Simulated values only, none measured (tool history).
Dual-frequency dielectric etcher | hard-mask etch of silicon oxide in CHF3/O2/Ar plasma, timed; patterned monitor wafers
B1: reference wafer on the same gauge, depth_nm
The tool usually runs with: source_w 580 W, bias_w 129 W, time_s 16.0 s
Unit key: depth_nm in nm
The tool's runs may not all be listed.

{"run": 1, "day": 0.0, "source_w": 580, "bias_w": 129, "time_s": 16.0, "B1": 25.91, "depth_nm": 26.87}
{"run": 2, "day": 2.904, "source_w": 630, "bias_w": 129, "time_s": 16.0, "B1": 25.88, "depth_nm": 28.22}
{"run": 3, "day": 5.821, "source_w": 630, "bias_w": 129, "time_s": 16.0, "B1": 25.9, "depth_nm": 28.27}
{"run": 4, "day": 8.542, "source_w": 630, "bias_w": 129, "time_s": 16.0, "B1": 25.9, "depth_nm": 27.98}
{"run": 5, "day": 10.325, "source_w": 480, "bias_w": 129, "time_s": 13.5, "B1": 25.91, "depth_nm": 19.71}
{"run": 6, "day": 12.642, "source_w": 480, "bias_w": 129, "time_s": 13.5, "B1": 25.91, "depth_nm": 19.59}
{"day": 14.2, "done": "wet clean of the chamber"}
{"run": 7, "day": 14.233, "source_w": 480, "bias_w": 129, "time_s": 13.5, "B1": 25.89, "depth_nm": 20.78}
{"run": 8, "day": 23.354, "source_w": 580, "bias_w": 129, "time_s": 16.0, "B1": 25.9, "depth_nm": 27.41}
{"run": 9, "day": 25.038, "source_w": 580, "bias_w": 129, "time_s": 16.0, "B1": 25.89, "depth_nm": 27.27}
{"run": 10, "day": 27.142, "source_w": 580, "bias_w": 129, "time_s": 16.0, "B1": 25.91, "depth_nm": 27.01}
{"run": 11, "day": 29.254, "source_w": 580, "bias_w": 129, "time_s": 13.5, "B1": 25.89, "depth_nm": 22.76}
{"run": 12, "day": 30.871, "source_w": 580, "bias_w": 129, "time_s": 16.0, "B1": 25.89, "depth_nm": 27.1}
{"run": 13, "day": 33.796, "source_w": 650, "bias_w": 98, "time_s": 18.5, "B1": 25.91, "depth_nm": 30.62}
{"day": 35.892, "done": "wet clean of the chamber"}
{"run": 14, "day": 36.983, "source_w": 580, "bias_w": 129, "time_s": 16.0, "B1": 25.89, "depth_nm": 27.23}
{"run": 15, "day": 39.717, "source_w": 490, "bias_w": 104, "time_s": 19.5, "B1": 25.91, "depth_nm": 27.7}
{"run": 16, "day": 43.692, "source_w": 480, "bias_w": 151, "time_s": 21.0, "B1": 25.92, "depth_nm": 32.84}
{"run": 17, "day": 48.179, "source_w": 580, "bias_w": 113, "time_s": 13.0, "B1": 25.9, "depth_nm": 20.82}
{"run": 18, "day": 51.088, "source_w": 580, "bias_w": 129, "time_s": 16.0, "B1": 25.89, "depth_nm": 26.5}
{"day": 51.417, "done": "source power generator calibrated"}
{"day": 54.862, "done": "wet clean of the chamber"}
{"day": 56.312, "done": "upper electrode replaced"}
{"run": 19, "day": 56.333, "source_w": 630, "bias_w": 108, "time_s": 11.0, "B1": 25.9, "depth_nm": 18.88}
{"run": 20, "day": 61.196, "source_w": 650, "bias_w": 152, "time_s": 17.5, "B1": 25.9, "depth_nm": 33.53}
{"run": 21, "day": 63.183, "source_w": 460, "bias_w": 160, "time_s": 16.0, "B1": 25.9, "depth_nm": 24.72}
{"day": 63.771, "done": "bias power generator calibrated"}
{"day": 66.775, "done": "gauge calibrated"}
{"run": 22, "day": 67.608, "source_w": 580, "bias_w": 129, "time_s": 16.0, "B1": 25.9, "depth_nm": 26.94}
{"run": 23, "day": 69.608, "source_w": 580, "bias_w": 129, "time_s": 16.0, "B1": 25.9, "depth_nm": 26.61}
{"run": 24, "day": 72.083, "source_w": 660, "bias_w": 129, "time_s": 16.0, "B1": 25.91, "depth_nm": 28.87}
{"day": 76.25, "done": "wet clean of the chamber"}
{"run": 25, "day": 76.271, "source_w": 580, "bias_w": 129, "time_s": 16.0, "B1": 25.9, "depth_nm": 27.46}
{"run": 26, "day": 79.246, "source_w": 670, "bias_w": 159, "time_s": 14.0, "B1": 25.89, "depth_nm": 27.81}
{"run": 27, "day": 81.662, "source_w": 580, "bias_w": 129, "time_s": 20.5, "B1": 25.9, "depth_nm": 34.77}
{"run": 28, "day": 93.746, "source_w": 660, "bias_w": 102, "time_s": 11.5, "B1": 25.89, "depth_nm": 19.24}

Predict each of these 5 candidate next runs independently; none follows another, all start after run 28:
{"run": "A", "day": 93.762, "source_w": 580, "bias_w": 114, "time_s": 16.0, "B1": "?", "depth_nm": "?"}
{"run": "B", "day": 93.762, "source_w": 680, "bias_w": 148, "time_s": 21.0, "B1": "?", "depth_nm": "?"}
{"run": "C", "day": 93.762, "source_w": 680, "bias_w": 140, "time_s": 18.5, "B1": "?", "depth_nm": "?"}
{"run": "D", "day": 93.762, "source_w": 580, "bias_w": 112, "time_s": 16.0, "B1": "?", "depth_nm": "?"}
{"run": "E", "day": 93.762, "source_w": 500, "bias_w": 159, "time_s": 16.0, "B1": "?", "depth_nm": "?"}

run=A B1=25.89 depth_nm=25.54
run=B B1=25.89 depth_nm=39.90
run=C B1=25.89 depth_nm=34.55
run=D B1=25.89 depth_nm=25.41
run=E B1=25.89 depth_nm=25.71
Had the tool no hidden state, the same runs would have come out as:
run=A depth_nm=26.52
run=B depth_nm=41.43
run=C depth_nm=35.88
run=D depth_nm=26.39
run=E depth_nm=26.69
